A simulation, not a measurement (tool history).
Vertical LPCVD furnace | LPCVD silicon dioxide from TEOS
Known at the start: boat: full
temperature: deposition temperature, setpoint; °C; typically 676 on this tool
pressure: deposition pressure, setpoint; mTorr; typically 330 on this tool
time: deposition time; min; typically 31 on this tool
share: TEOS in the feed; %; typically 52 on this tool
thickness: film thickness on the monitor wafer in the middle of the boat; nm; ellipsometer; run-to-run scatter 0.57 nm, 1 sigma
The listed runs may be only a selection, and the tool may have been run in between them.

run	hour	temperature	pressure	time	share	read-back reference wafer on the same gauge, thickness	thickness
1	0	676	330	31	52	104.92	125.92
2	63.9	676	330	31	52	105.14	125.17
3	119.8	676	355	31	52	104.87	130.17
4	204.8	676	330	31	52	104.91	125.3
5	256	676	330	22.5	52	105.05	91.07
6	343.1	676	285	31	52	104.97	117.47
7	418.9	676	285	31	52	104.97	116.88
8	461.2	676	330	31	60	104.82	134.6
9	507.7	676	330	31	60	104.88	134.87
# hour 561.2: thermocouples replaced and temperature profile calibrated
10	561.7	676	330	31	52	104.98	112.91
11	640	676	300	31	52	105.02	107.97
12	686.7	676	330	31	52	105	113.26
# hour 907.9: TEOS flow controller replaced
13	908.4	676	330	22	52	104.95	80.92
14	992.2	676	330	31	52	105.01	115.29
15	1046.1	676	330	31	52	104.75	115.42
16	1098.5	683	370	38	46	104.99	168.14
17	1179.5	680	295	31	43	105.17	109.72
# hour 1188.3: gauge calibrated
18	1251.7	682	330	31	52	105.05	135.42
19	1339.9	670	385	37.5	48	105.03	126.26
20	1382.3	668	330	36	52	104.97	111.69
# hour 1453.3: pressure gauge zeroed
21	1453.8	676	330	31	52	105.11	117.76
22	1492.2	676	330	31	45	104.81	109.28
23	1528.6	672	330	31	47	104.71	102.2
24	1583.8	676	255	20	52	104.95	66.33
25	1623.5	671	275	42	47	104.94	123.35
26	1730.2	676	360	31	61	105.09	134.7
27	1794.4	676	330	31	55	105.02	121.62
28	1880.3	671	330	31	52	104.81	105.99
29	1916.6	683	370	31	52	105	148.53
30	2024.3	667	330	31	61	104.77	103.46
31	2111.4	681	330	31	52	104.89	134.47

What the log doesn't show, run by run:
true pressure minus gauge reading, mTorr: 0 at every run
deviation of the TEOS flow from its setpoint, %: 0 at every run
gauge reads high (%): 0 at every run
H1: true tube temperature minus thermocouple reading, K
run	H1
1	4.61
2	4.62
3	4.63
4	4.65
5	4.65
6	4.67
7	4.68
8	4.68
9	4.69
10	0.202
11	0.404
12	0.519
13	1.02
14	1.2
15	1.3
16	1.4
17	1.55
18	1.68
19	1.83
20	1.89
21	2
22	2.06
23	2.11
24	2.19
25	2.25
26	2.39
27	2.47
28	2.57
29	2.61
30	2.73
31	2.82
